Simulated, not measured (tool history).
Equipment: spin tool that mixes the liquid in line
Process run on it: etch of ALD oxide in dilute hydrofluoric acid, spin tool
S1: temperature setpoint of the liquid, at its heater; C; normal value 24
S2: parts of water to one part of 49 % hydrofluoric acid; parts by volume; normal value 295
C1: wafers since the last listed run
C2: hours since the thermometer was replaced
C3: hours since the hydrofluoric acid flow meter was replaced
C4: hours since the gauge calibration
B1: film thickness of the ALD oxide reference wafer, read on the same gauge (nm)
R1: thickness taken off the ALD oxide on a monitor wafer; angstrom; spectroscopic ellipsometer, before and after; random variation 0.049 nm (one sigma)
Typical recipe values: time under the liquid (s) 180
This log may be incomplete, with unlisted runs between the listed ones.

Run 1, hour 0: usual settings; C1 0; C2 963.6; C3 428.5; C4 513.6; B1 70. Result: R1 60.4 angstrom.
At hour 0.2: gauge calibrated.
Run 2, hour 29.6: usual settings; C1 188; C2 993.2; C3 458.1; C4 29.4; B1 70.02. Result: R1 60.5 angstrom.
Run 3, hour 63.9: usual settings; C1 218; C2 1027.5; C3 492.4; C4 63.7; B1 70.01. Result: R1 60.4 angstrom.
Run 4, hour 96.3: usual settings; C1 206; C2 1059.9; C3 524.8; C4 96.1; B1 70. Result: R1 60.2 angstrom.
Run 5, hour 116.8: usual settings; C1 130; C2 1080.4; C3 545.3; C4 116.6; B1 70. Result: R1 61.5 angstrom.
Run 6, hour 144.9: usual settings; C1 179; C2 1108.5; C3 573.4; C4 144.7; B1 70.01. Result: R1 59.9 angstrom.
Run 7, hour 164.4: usual settings but S1 26 C; C1 124; C2 1128; C3 592.9; C4 164.2; B1 70.01. Result: R1 64.3 angstrom.
Run 8, hour 179: usual settings but S1 26 C; C1 93; C2 1142.6; C3 607.5; C4 178.8; B1 69.99. Result: R1 64.5 angstrom.
Run 9, hour 206.2: usual settings but S1 26 C; C1 173; C2 1169.8; C3 634.7; C4 206; B1 69.98. Result: R1 66 angstrom.
Run 10, hour 220.8: usual settings but S1 21.5 C, S2 405 parts by volume; C1 93; C2 1184.4; C3 649.3; C4 220.6; B1 69.99. Result: R1 36.6 angstrom.
At hour 228.1: thermometer replaced.
Run 11, hour 253.1: usual settings but S1 21.5 C, S2 405 parts by volume; C1 199; C2 25; C3 681.6; C4 252.9; B1 70.02. Result: R1 36.8 angstrom.
Run 12, hour 281.2: usual settings but S1 21.5 C, S2 405 parts by volume; C1 179; C2 53.1; C3 709.7; C4 281; B1 70. Result: R1 36.9 angstrom.
Run 13, hour 314.5: usual settings; C1 212; C2 86.4; C3 743; C4 314.3; B1 70.01. Result: R1 60.7 angstrom.
Run 14, hour 331.2: usual settings but S1 23 C; C1 106; C2 103.1; C3 759.7; C4 331; B1 70. Result: R1 59.2 angstrom.
Run 15, hour 355.5: usual settings but S1 20 C; C1 155; C2 127.4; C3 784; C4 355.3; B1 70. Result: R1 52.4 angstrom.
At hour 382.7: hydrofluoric acid flow meter replaced.
Run 16, hour 383.2: usual settings but S1 22.5 C, time under the liquid (s) 280; C1 170; C2 155.1; C3 0.5; C4 383; B1 69.98. Result: R1 88.8 angstrom.
Run 17, hour 411.1: usual settings but S1 21 C, time under the liquid (s) 265; C1 178; C2 183; C3 28.4; C4 410.9; B1 70. Result: R1 80.3 angstrom.
Run 18, hour 444: usual settings but S1 19 C, S2 215 parts by volume; C1 210; C2 215.9; C3 61.3; C4 443.8; B1 70. Result: R1 76.3 angstrom.
Run 19, hour 472.1: usual settings; C1 179; C2 244; C3 89.4; C4 471.9; B1 70. Result: R1 61 angstrom.

Forecast run 20:
Run 20, hour 498.5: usual settings but S1 29 C; C1 168; C2 270.4; C3 115.8; C4 498.3; B1 ?. Result: R1 ?.

{"run 20": {"B1": 69.99, "R1": 71.9}}
Had the tool carried no hidden state, the very same run would have given R1 71.9 angstrom.

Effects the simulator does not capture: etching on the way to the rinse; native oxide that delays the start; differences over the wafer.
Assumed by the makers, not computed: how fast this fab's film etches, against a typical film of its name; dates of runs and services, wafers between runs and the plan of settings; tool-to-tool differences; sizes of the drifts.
